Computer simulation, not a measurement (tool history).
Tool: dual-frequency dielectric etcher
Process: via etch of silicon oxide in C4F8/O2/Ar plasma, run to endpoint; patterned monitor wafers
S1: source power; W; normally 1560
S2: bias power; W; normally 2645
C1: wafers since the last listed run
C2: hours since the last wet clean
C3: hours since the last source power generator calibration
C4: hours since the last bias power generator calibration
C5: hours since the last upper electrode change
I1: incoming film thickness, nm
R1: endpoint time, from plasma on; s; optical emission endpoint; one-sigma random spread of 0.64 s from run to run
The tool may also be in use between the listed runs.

Run 1, day 0: usual settings; C1 0; C2 213.7; C3 3151.8; C4 2594; C5 5593.7; I1 900.9. Result: R1 186.8 s.
Run 2, day 1.312: usual settings; C1 113; C2 245.2; C3 3183.3; C4 2625.5; C5 5625.2; I1 903.7. Result: R1 186.4 s.
Run 3, day 2.654: usual settings; C1 116; C2 277.4; C3 3215.5; C4 2657.7; C5 5657.4; I1 891.1. Result: R1 184.3 s.
Run 4, day 4.029: usual settings; C1 119; C2 310.4; C3 3248.5; C4 2690.7; C5 5690.4; I1 907.3. Result: R1 186.9 s.
Run 5, day 5.383: usual settings; C1 117; C2 342.9; C3 3281; C4 2723.2; C5 5722.9; I1 900.7. Result: R1 186.2 s.
At day 6.7: wet clean of the chamber.
Run 6, day 6.721: usual settings; C1 29; C2 0.5; C3 3313.1; C4 2755.3; C5 5755; I1 901.3. Result: R1 186.6 s.
Run 7, day 7.579: usual settings; C1 74; C2 21.1; C3 3333.7; C4 2775.9; C5 5775.6; I1 904.8. Result: R1 186.6 s.
At day 8.675: upper electrode replaced.
Run 8, day 8.696: usual settings; C1 10; C2 47.9; C3 3360.5; C4 2802.7; C5 0.5; I1 904.1. Result: R1 187.2 s.
Run 9, day 9.754: usual settings but S2 2895 W; C1 91; C2 73.3; C3 3385.9; C4 2828.1; C5 25.9; I1 899.1. Result: R1 181.9 s.
At day 10.362: source power generator calibrated.
Run 10, day 10.696: usual settings; C1 67; C2 95.9; C3 8; C4 2850.7; C5 48.5; I1 903.1. Result: R1 187.4 s.
Run 11, day 11.888: usual settings but S1 1910 W, S2 2146 W; C1 103; C2 124.5; C3 36.6; C4 2879.3; C5 77.1; I1 905.6. Result: R1 177.6 s.
Run 12, day 12.512: usual settings; C1 54; C2 139.5; C3 51.6; C4 2894.3; C5 92.1; I1 895.6. Result: R1 185.4 s.
At day 13.667: bias power generator calibrated.
Run 13, day 13.808: usual settings but S1 1760 W, S2 2000 W; C1 97; C2 170.6; C3 82.7; C4 3.4; C5 123.2; I1 896.3. Result: R1 186.2 s.
Run 14, day 15.142: usual settings but S1 1290 W, S2 2478 W; C1 115; C2 202.6; C3 114.7; C4 35.4; C5 155.2; I1 899.9. Result: R1 210 s.
Run 15, day 15.846: usual settings but S1 1940 W, S2 2098 W; C1 61; C2 219.5; C3 131.6; C4 52.3; C5 172.1; I1 903.4. Result: R1 175.6 s.
Run 16, day 17.088: usual settings; C1 107; C2 249.3; C3 161.4; C4 82.1; C5 201.9; I1 909.8. Result: R1 188.2 s.
Run 17, day 18.108: usual settings but S2 2882 W; C1 88; C2 273.8; C3 185.9; C4 106.6; C5 226.4; I1 899.3. Result: R1 180.9 s.

Here are 5 independent what-if runs from the current tool condition. What would each one return?
Run A, day 18.129: usual settings; C1 1; C2 274.3; C3 186.4; C4 107.1; C5 226.9; I1 897.1. Result: R1 ?.
Run B, day 18.129: usual settings but S1 1910 W, S2 3008 W; C1 1; C2 274.3; C3 186.4; C4 107.1; C5 226.9; I1 897.1. Result: R1 ?.
Run C, day 18.129: usual settings but S1 1370 W; C1 1; C2 274.3; C3 186.4; C4 107.1; C5 226.9; I1 897.1. Result: R1 ?.
Run D, day 18.129: usual settings but S1 1270 W, S2 2323 W; C1 1; C2 274.3; C3 186.4; C4 107.1; C5 226.9; I1 897.1. Result: R1 ?.
Run E, day 18.129: usual settings but S1 1230 W; C1 1; C2 274.3; C3 186.4; C4 107.1; C5 226.9; I1 897.1. Result: R1 ?.

run     R1
  A  184.7
  B  160.7
  C  198.5
  D  214.6
  E  211.3
The same runs, with their run-to-run variation unchanged, on a tool lacking any hidden condition would have given:
run     R1
  A  184.7
  B  160.7
  C  198.5
  D  214.6
  E  211.3

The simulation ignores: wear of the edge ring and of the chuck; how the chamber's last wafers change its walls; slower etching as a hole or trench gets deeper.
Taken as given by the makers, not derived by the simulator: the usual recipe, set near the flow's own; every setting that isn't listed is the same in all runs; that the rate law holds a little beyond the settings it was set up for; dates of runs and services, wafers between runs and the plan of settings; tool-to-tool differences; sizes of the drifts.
